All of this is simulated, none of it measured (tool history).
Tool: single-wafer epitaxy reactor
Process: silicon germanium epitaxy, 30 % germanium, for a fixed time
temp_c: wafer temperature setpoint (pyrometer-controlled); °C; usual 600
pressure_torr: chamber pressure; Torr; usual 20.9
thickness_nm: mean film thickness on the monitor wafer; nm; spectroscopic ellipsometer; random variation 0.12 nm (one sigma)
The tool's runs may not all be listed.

| run | hour | temp_c | pressure_torr | wafers since the last listed run | hours since the last pyrometer calibration | hours since the last manometer calibration | hours since the showerhead was replaced | hours since the gauge calibration | read-back reference wafer on the same gauge, thickness_nm | thickness_nm |
|---|---|---|---|---|---|---|---|---|---|---|
| 1 | 0 | 610 | 23.2 | 0 | 1612.5 | 2047.5 | 6797 | 578.4 | 59.253 | 74.542 |
| 2 | 33.7 | 605 | 20.9 | 370 | 1646.2 | 2081.2 | 6830.7 | 612.1 | 59.211 | 67.155 |
| 3 | 52.8 | 600 | 20.9 | 209 | 1665.3 | 2100.3 | 6849.8 | 631.2 | 59.157 | 61.972 |
| 4 | 82.1 | 600 | 20.9 | 321 | 1694.6 | 2129.6 | 6879.1 | 660.5 | 59.222 | 61.788 |
| 5 | 100.8 | 600 | 20.9 | 205 | 1713.3 | 2148.3 | 6897.8 | 679.2 | 59.178 | 62.125 |
| 6 | 122.4 | 612 | 20.9 | 237 | 1734.9 | 2169.9 | 6919.4 | 700.8 | 59.246 | 75.023 |
| 7 | 148 | 612 | 20.9 | 281 | 1760.5 | 2195.5 | 6945 | 726.4 | 59.218 | 75.195 |
| 8 | 170.7 | 612 | 20.9 | 249 | 1783.2 | 2218.2 | 6967.7 | 749.1 | 59.204 | 74.746 |
| 9 | 197.1 | 600 | 18.4 | 290 | 1809.6 | 2244.6 | 6994.1 | 775.5 | 59.164 | 59.595 |
| 10 | 232 | 600 | 18.4 | 383 | 1844.5 | 2279.5 | 7029 | 810.4 | 59.21 | 59.839 |
| 11 | 266.7 | 600 | 18.4 | 381 | 1879.2 | 2314.2 | 7063.7 | 845.1 | 59.201 | 59.871 |
| 12 | 285.1 | 600 | 20.9 | 202 | 1897.6 | 2332.6 | 7082.1 | 863.5 | 59.151 | 62.238 |
|  | 302.2 | pyrometer calibrated |
| 13 | 302.7 | 607 | 20.9 | 105 | 0.5 | 2350.2 | 7099.7 | 881.1 | 59.21 | 66.925 |
| 14 | 314.7 | 600 | 17.7 | 131 | 12.5 | 2362.2 | 7111.7 | 893.1 | 59.226 | 57.145 |
| 15 | 347.4 | 613 | 16.7 | 359 | 45.2 | 2394.9 | 7144.4 | 925.8 | 59.221 | 68.937 |
| 16 | 387.4 | 594 | 18.2 | 439 | 85.2 | 2434.9 | 7184.4 | 965.8 | 59.114 | 52.315 |
| 17 | 423 | 600 | 20.9 | 391 | 120.8 | 2470.5 | 7220 | 1001.4 | 59.15 | 60.056 |
| 18 | 435.8 | 600 | 20.9 | 140 | 133.6 | 2483.3 | 7232.8 | 1014.2 | 59.178 | 60.147 |
|  | 445.3 | showerhead replaced |
| 19 | 529 | 608 | 19.3 | 936 | 226.8 | 2576.5 | 83.7 | 1107.4 | 59.204 | 67.2 |
| 20 | 541.9 | 610 | 20.9 | 141 | 239.7 | 2589.4 | 96.6 | 1120.3 | 59.24 | 70.732 |
|  | 575.6 | capacitance manometer re-zeroed and calibrated |
| 21 | 576.6 | 595 | 18.1 | 293 | 274.4 | 1 | 131.3 | 1155 | 59.171 | 52.207 |
|  | 591.5 | gauge calibrated |
| 22 | 602.5 | 586 | 23 | 284 | 300.3 | 26.9 | 157.2 | 11 | 59.206 | 48.523 |
| 23 | 698.2 | 609 | 19.3 | 1051 | 396 | 122.6 | 252.9 | 106.7 | 59.193 | 66.848 |
| 24 | 729.5 | 600 | 19 | 343 | 427.3 | 153.9 | 284.2 | 138 | 59.193 | 57.79 |
| 25 | 757.2 | 608 | 22.6 | 304 | 455 | 181.6 | 311.9 | 165.7 | 59.217 | 69.072 |
| 26 | 783.5 | 600 | 20.9 | 289 | 481.3 | 207.9 | 338.2 | 192 | 59.227 | 59.547 |
| 27 | 813.7 | 600 | 19.1 | 331 | 511.5 | 238.1 | 368.4 | 222.2 | 59.198 | 58.107 |
| 28 | 830.2 | 611 | 17.6 | 181 | 528 | 254.6 | 384.9 | 238.7 | 59.202 | 67.279 |
| 29 | 859.8 | 613 | 20.9 | 325 | 557.6 | 284.2 | 414.5 | 268.3 | 59.188 | 73.199 |
| 30 | 893.7 | 613 | 19.3 | 372 | 591.5 | 318.1 | 448.4 | 302.2 | 59.229 | 71.398 |
| 31 | 917.4 | 592 | 25 | 260 | 615.2 | 341.8 | 472.1 | 325.9 | 59.192 | 55.475 |
| 32 | 934.7 | 600 | 20.9 | 190 | 632.5 | 359.1 | 489.4 | 343.2 | 59.161 | 59.61 |
| 33 | 960.9 | 600 | 20.9 | 287 | 658.7 | 385.3 | 515.6 | 369.4 | 59.182 | 59.838 |
| 34 | 985.2 | 600 | 20.9 | 267 | 683 | 409.6 | 539.9 | 393.7 | 59.214 | 59.894 |
| 35 | 1056.5 | 595 | 24.3 | 783 | 754.3 | 480.9 | 611.2 | 465 | 59.166 | 58.057 |

Hidden state at the last listed run before each entry between runs and at the first one after, where it differs:
Between runs 12 and 13: pyrometer calibrated (hour 302.2)
  wafer temperature above the value expected at the setpoint (K): 2.34 -> -0.0605; true pressure above the setpoint (%): 6.4 -> 6.45
  measured less the result without the state, thickness_nm: +3.42 -> +1.206 nm
Between runs 18 and 19: showerhead replaced (hour 445.3)
  wafer temperature above the value expected at the setpoint (K): 0.108 -> 0.226; true pressure above the setpoint (%): 6.83 -> 7.09
  measured less the result without the state, thickness_nm: +1.307 -> +1.631 nm
Between runs 20 and 21: capacitance manometer re-zeroed and calibrated (hour 575.6)
  wafer temperature above the value expected at the setpoint (K): 0.242 -> 0.286; true pressure above the setpoint (%): 7.13 -> -0.157
  measured less the result without the state, thickness_nm: +1.74 -> +0.217 nm
Between runs 21 and 22: gauge calibrated (hour 591.5)
  wafer temperature above the value expected at the setpoint (K): 0.286 -> 0.319; true pressure above the setpoint (%): -0.157 -> -0.084
  measured less the result without the state, thickness_nm: +0.217 -> +0.243 nm
